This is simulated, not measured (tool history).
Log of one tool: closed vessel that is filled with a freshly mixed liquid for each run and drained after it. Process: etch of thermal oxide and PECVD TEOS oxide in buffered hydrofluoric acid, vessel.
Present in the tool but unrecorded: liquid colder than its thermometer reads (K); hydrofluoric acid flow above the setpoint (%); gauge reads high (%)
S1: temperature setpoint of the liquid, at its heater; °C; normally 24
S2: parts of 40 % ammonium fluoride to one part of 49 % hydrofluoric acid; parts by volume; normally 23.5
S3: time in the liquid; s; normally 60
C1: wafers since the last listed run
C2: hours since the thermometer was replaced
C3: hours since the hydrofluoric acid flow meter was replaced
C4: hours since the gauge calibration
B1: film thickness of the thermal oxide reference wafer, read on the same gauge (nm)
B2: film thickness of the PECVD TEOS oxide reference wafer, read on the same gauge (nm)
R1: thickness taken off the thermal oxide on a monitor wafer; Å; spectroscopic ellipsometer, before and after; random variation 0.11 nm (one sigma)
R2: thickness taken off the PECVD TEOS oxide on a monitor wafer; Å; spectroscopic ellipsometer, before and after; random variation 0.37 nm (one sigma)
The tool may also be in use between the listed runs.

run	hour	S1	S2	S3	C1	C2	C3	C4	B1	B2	R1	R2
1	0	24	23.5	60	0	1055	741.6	2074.4	129.98	29.98	285.1	783.1
2	89.9	24	23.5	60	9135	1144.9	831.5	2164.3	130.02	29.98	284	785.8
3	181.3	24	23.5	60	9287	1236.3	922.9	2255.7	130.01	30.01	284.3	783.6
# hour 208.8: hydrofluoric acid flow meter replaced
# hour 256.5: thermometer replaced
4	273.7	21	23.5	60	9186	17.2	64.9	2348.1	129.98	30.02	242.2	664.3
5	367.4	21	23.5	60	9521	110.9	158.6	2441.8	130.03	29.97	243.4	664.2
# hour 400.1: gauge calibrated
6	467.9	21	23.5	60	10212	211.4	259.1	67.8	130.05	30.01	241.7	667.3
7	544	24	23.5	80	7733	287.5	335.2	143.9	129.99	30.04	380.4	1041.6
8	587.8	28	23.5	70	4450	331.3	379	187.7	129.95	30	412.5	1138
9	656.3	24	23.5	60	6960	399.8	447.5	256.2	130	30.01	283.2	781.4
10	705	20	23.5	60	4948	448.5	496.2	304.9	130.01	30.02	228.5	629.5
11	756	22	19.5	60	5182	499.5	547.2	355.9	129.97	29.97	290.1	805.4
12	833.2	28.5	27	30	7844	576.7	624.4	433.1	129.98	29.97	165.9	451.4
13	933.3	24	16.5	60	10171	676.8	724.5	533.2	130.02	30	384.4	1070.1
14	1015	28.5	20	60	8302	758.5	806.2	614.9	129.99	30.01	404.9	1113
# hour 1042.5: hydrofluoric acid flow meter replaced
15	1063.9	24	23.5	60	4867	807.4	21.4	663.8	129.97	29.99	286.3	779
16	1135.8	24	23.5	60	7306	879.3	93.3	735.7	130.02	29.99	285.7	786
17	1207.1	21	23.5	60	7245	950.6	164.6	807	130.03	30	241.2	665.2
18	1247.9	24	23.5	40	4146	991.4	205.4	847.8	130	30	190.2	522.2
# hour 1301.9: thermometer replaced
19	1319.9	28.5	14.5	45	7214	18	277.4	919.8	130.01	30.02	419.6	1153.5
20	1397.8	24	23.5	40	7916	95.9	355.3	997.7	129.99	29.98	189.6	520.5
21	1586.9	24	28	75	19215	285	544.4	1186.8	129.98	30.01	316.7	871.9
22	1684.8	24	20.5	85	9948	382.9	642.3	1284.7	130.01	30.01	442.7	1211
23	1741.8	19.5	29.5	75	5792	439.9	699.3	1341.7	129.97	30.01	238.8	650.4
24	1836.6	27.5	23.5	80	9633	534.7	794.1	1436.5	129.96	29.98	460.2	1276
# hour 1882.2: hydrofluoric acid flow meter replaced
25	1883.1	24	23.5	60	4623	581.2	0.9	1483	129.99	30.03	284.8	778.1
26	1946.5	24	23.5	60	6442	644.6	64.3	1546.4	130.04	29.99	285	775.7
27	1984.6	24	30	85	3871	682.7	102.4	1584.5	130	30	342.8	946.1

Hidden state at the last listed run before each entry between runs and at the first one after, where it differs:
Runs 3 to 4: hydrofluoric acid flow meter replaced (hour 208.8); thermometer replaced (hour 256.5)
  nothing in the hidden state changes from one run to the other
Runs 5 to 6: gauge calibrated (hour 400.1)
  nothing in the hidden state changes from one run to the other
Runs 14 to 15: hydrofluoric acid flow meter replaced (hour 1042.5)
  nothing in the hidden state changes from one run to the other
Runs 18 to 19: thermometer replaced (hour 1301.9)
  nothing in the hidden state changes from one run to the other
Runs 24 to 25: hydrofluoric acid flow meter replaced (hour 1882.2)
  nothing in the hidden state changes from one run to the other
